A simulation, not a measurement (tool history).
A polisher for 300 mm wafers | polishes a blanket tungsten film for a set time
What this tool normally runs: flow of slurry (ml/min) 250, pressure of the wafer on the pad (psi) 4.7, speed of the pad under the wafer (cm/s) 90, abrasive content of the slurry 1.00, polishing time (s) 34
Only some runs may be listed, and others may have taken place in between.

run	hour	flow of slurry (ml/min)	pressure of the wafer on the pad (psi)	speed of the pad under the wafer (cm/s)	abrasive content of the slurry	polishing time (s)	wafers since the last listed run	wafers polished on this pad	hours since the slurry nozzle was cleaned	hours since the head pressure was calibrated	hours since the slurry blender was calibrated	hours since the slurry got fresh peroxide	incoming thickness of the incoming film, nm	film removed (Å)
1	0.0	250	4.7	90	1.00	34	0	1214	218.4	344.3	59.5	113.1	620.5	1579
# hour 9.6: slurry tank refilled with fresh slurry and peroxide
# hour 16.2: worn pad replaced by a new one
2	23.6	250	4.7	90	1.00	34	343	136	242.0	367.9	83.1	14.0	614.5	1633
3	45.6	250	4.7	90	1.00	34	406	543	264.0	389.9	105.1	36.0	607.9	1582
# hour 57.3: slurry blender recalibrated
4	74.7	250	4.7	90	1.00	34	500	1043	293.1	419.0	17.4	65.1	612.3	1576
# hour 104.9: worn pad replaced by a new one
# hour 104.9: slurry tank refilled with fresh slurry and peroxide
5	105.4	250	4.7	90	1.00	34	548	9	323.8	449.7	48.1	0.5	603.3	1639
6	117.5	250	4.7	90	1.00	34	223	232	335.9	461.8	60.2	12.6	618.7	1609
7	142.3	250	4.7	90	1.00	34	458	691	360.7	486.6	85.0	37.4	602.6	1583
8	156.1	250	4.7	90	1.00	34	255	946	374.5	500.4	98.8	51.2	605.1	1611
# hour 174.3: slurry blender recalibrated
# hour 178.9: worn pad replaced by a new one
9	179.4	250	4.7	90	1.00	34	319	9	397.8	523.7	5.1	74.5	607.9	1541
10	189.2	210	4.1	90	1.30	42	181	191	407.6	533.5	14.9	84.3	610.9	1843
# hour 210.5: slurry tank refilled with fresh slurry and peroxide
11	215.7	250	4.7	108	1.15	34	471	662	434.1	560.0	41.4	5.2	610.2	2034
# hour 224.7: head pressure recalibrated
# hour 254.8: worn pad replaced by a new one
# hour 274.1: slurry blender recalibrated
12	283.0	250	4.7	90	1.00	34	1096	484	501.4	58.3	8.9	72.5	610.9	1548
# hour 293.1: slurry nozzle cleaned
13	298.8	305	4.7	90	0.90	43	273	757	5.7	74.1	24.7	88.3	612.3	1935
# hour 322.2: slurry tank refilled with fresh slurry and peroxide
# hour 331.6: worn pad replaced by a new one
14	332.1	210	3.2	78	0.85	34	523	9	39.0	107.4	58.0	9.9	614.2	871
15	345.6	250	4.1	90	1.00	39	249	258	52.5	120.9	71.5	23.4	620.5	1575
16	377.4	210	4.7	72	1.10	44	587	846	84.3	152.7	103.3	55.2	606.7	1658
# hour 384.7: slurry blender recalibrated
# hour 407.0: worn pad replaced by a new one
17	408.0	210	4.7	72	1.10	44	454	18	114.9	183.3	23.3	85.8	615.9	1628
18	426.2	275	4.7	90	1.00	29	336	355	133.1	201.5	41.5	104.0	605.5	1355

3 ways to go on from here, each from the tool as it stands after run 18. What would each give?
A	426.6	250	4.7	90	1.00	34	7	362	133.5	201.9	41.9	104.4	609.1	?
B	426.6	250	4.7	108	0.70	29	7	362	133.5	201.9	41.9	104.4	609.1	?
C	426.6	250	5.3	66	1.00	34	7	362	133.5	201.9	41.9	104.4	609.1	?

run	film removed (Å)
A	1559
B	1361
C	1289
Without the tool's unlogged condition, the same runs would have read:
run	film removed (Å)
A	1649
B	1440
C	1364
